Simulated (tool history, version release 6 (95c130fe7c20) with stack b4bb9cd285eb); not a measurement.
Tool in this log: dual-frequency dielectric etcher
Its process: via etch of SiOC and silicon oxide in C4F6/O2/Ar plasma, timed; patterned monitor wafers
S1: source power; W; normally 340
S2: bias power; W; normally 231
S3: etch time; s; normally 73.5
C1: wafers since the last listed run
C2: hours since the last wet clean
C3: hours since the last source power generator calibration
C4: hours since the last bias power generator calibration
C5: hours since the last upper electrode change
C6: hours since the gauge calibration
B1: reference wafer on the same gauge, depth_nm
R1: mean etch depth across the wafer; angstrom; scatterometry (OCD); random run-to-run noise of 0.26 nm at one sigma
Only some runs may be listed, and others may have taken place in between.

| run | hour | S1 | S2 | S3 | C1 | C2 | C3 | C4 | C5 | C6 | B1 | R1 |
|---|---|---|---|---|---|---|---|---|---|---|---|---|
| 1 | 0.0 | 340 | 231 | 73.5 | 0 | 163.3 | 2867.6 | 3356.6 | 2464.5 | 374.1 | 77.0 | 861 |
| 2 | 23.2 | 340 | 231 | 73.5 | 274 | 186.5 | 2890.8 | 3379.8 | 2487.7 | 397.3 | 77.0 | 858 |
| 3 | 35.8 | 320 | 231 | 73.5 | 149 | 199.1 | 2903.4 | 3392.4 | 2500.3 | 409.9 | 76.9 | 835 |
| 4 | 56.4 | 320 | 231 | 73.5 | 244 | 219.7 | 2924.0 | 3413.0 | 2520.9 | 430.5 | 77.0 | 835 |
| 5 | 111.4 | 320 | 231 | 73.5 | 651 | 274.7 | 2979.0 | 3468.0 | 2575.9 | 485.5 | 77.0 | 834 |
| 6 | 133.8 | 340 | 231 | 73.5 | 265 | 297.1 | 3001.4 | 3490.4 | 2598.3 | 507.9 | 77.0 | 857 |
| 7 | 167.3 | 340 | 231 | 73.5 | 396 | 330.6 | 3034.9 | 3523.9 | 2631.8 | 541.4 | 77.0 | 853 |
| 8 | 202.3 | 340 | 231 | 73.5 | 414 | 365.6 | 3069.9 | 3558.9 | 2666.8 | 576.4 | 77.0 | 851 |
| 9 | 223.2 | 340 | 231 | 73.5 | 247 | 386.5 | 3090.8 | 3579.8 | 2687.7 | 597.3 | 76.9 | 855 |
| 10 | 248.6 | 340 | 231 | 73.5 | 300 | 411.9 | 3116.2 | 3605.2 | 2713.1 | 622.7 | 77.0 | 852 |
|  | 277.8 | bias power generator calibrated |
| 11 | 281.3 | 340 | 231 | 73.5 | 340 | 444.6 | 3148.9 | 3.5 | 2745.8 | 655.4 | 77.0 | 851 |
| 12 | 312.0 | 340 | 231 | 60.5 | 363 | 475.3 | 3179.6 | 34.2 | 2776.5 | 686.1 | 77.0 | 704 |
|  | 313.7 | gauge calibrated |
| 13 | 346.8 | 340 | 231 | 60.5 | 412 | 510.1 | 3214.4 | 69.0 | 2811.3 | 33.1 | 77.0 | 697 |
|  | 355.0 | source power generator calibrated |
| 14 | 434.5 | 340 | 231 | 60.5 | 991 | 597.8 | 79.5 | 156.7 | 2899.0 | 120.8 | 77.1 | 696 |
| 15 | 451.7 | 340 | 231 | 73.5 | 203 | 615.0 | 96.7 | 173.9 | 2916.2 | 138.0 | 77.0 | 848 |
| 16 | 465.3 | 340 | 207 | 73.5 | 161 | 628.6 | 110.3 | 187.5 | 2929.8 | 151.6 | 77.0 | 824 |
|  | 510.7 | upper electrode replaced |
| 17 | 511.2 | 290 | 231 | 51.5 | 259 | 674.5 | 156.2 | 233.4 | 0.5 | 197.5 | 77.0 | 557 |
| 18 | 513.3 | 280 | 253 | 66.5 | 24 | 676.6 | 158.3 | 235.5 | 2.6 | 199.6 | 77.1 | 721 |
|  | 549.1 | wet clean of the chamber |
| 19 | 549.6 | 300 | 262 | 81.5 | 145 | 0.5 | 194.6 | 271.8 | 38.9 | 235.9 | 77.0 | 943 |
| 20 | 605.7 | 410 | 231 | 88.0 | 664 | 56.6 | 250.7 | 327.9 | 95.0 | 292.0 | 77.0 | 1114 |
| 21 | 628.2 | 340 | 231 | 60.5 | 266 | 79.1 | 273.2 | 350.4 | 117.5 | 314.5 | 77.0 | 716 |
| 22 | 653.1 | 270 | 231 | 86.0 | 294 | 104.0 | 298.1 | 375.3 | 142.4 | 339.4 | 77.0 | 922 |
| 23 | 665.6 | 340 | 231 | 73.5 | 148 | 116.5 | 310.6 | 387.8 | 154.9 | 351.9 | 76.9 | 861 |
| 24 | 693.8 | 370 | 195 | 80.0 | 334 | 144.7 | 338.8 | 416.0 | 183.1 | 380.1 | 76.9 | 934 |
| 25 | 724.4 | 340 | 231 | 73.5 | 362 | 175.3 | 369.4 | 446.6 | 213.7 | 410.7 | 76.9 | 861 |
| 26 | 749.8 | 340 | 231 | 73.5 | 300 | 200.7 | 394.8 | 472.0 | 239.1 | 436.1 | 77.0 | 862 |

What does the tool deliver on the next run?
| 27 | 764.8 | 400 | 273 | 56.5 | 177 | 215.7 | 409.8 | 487.0 | 254.1 | 451.1 | ? | ? |

Run 27 came out at B1 77.0, R1 733 angstrom.
With no hidden state in the tool, this same run would have given R1 737 angstrom.
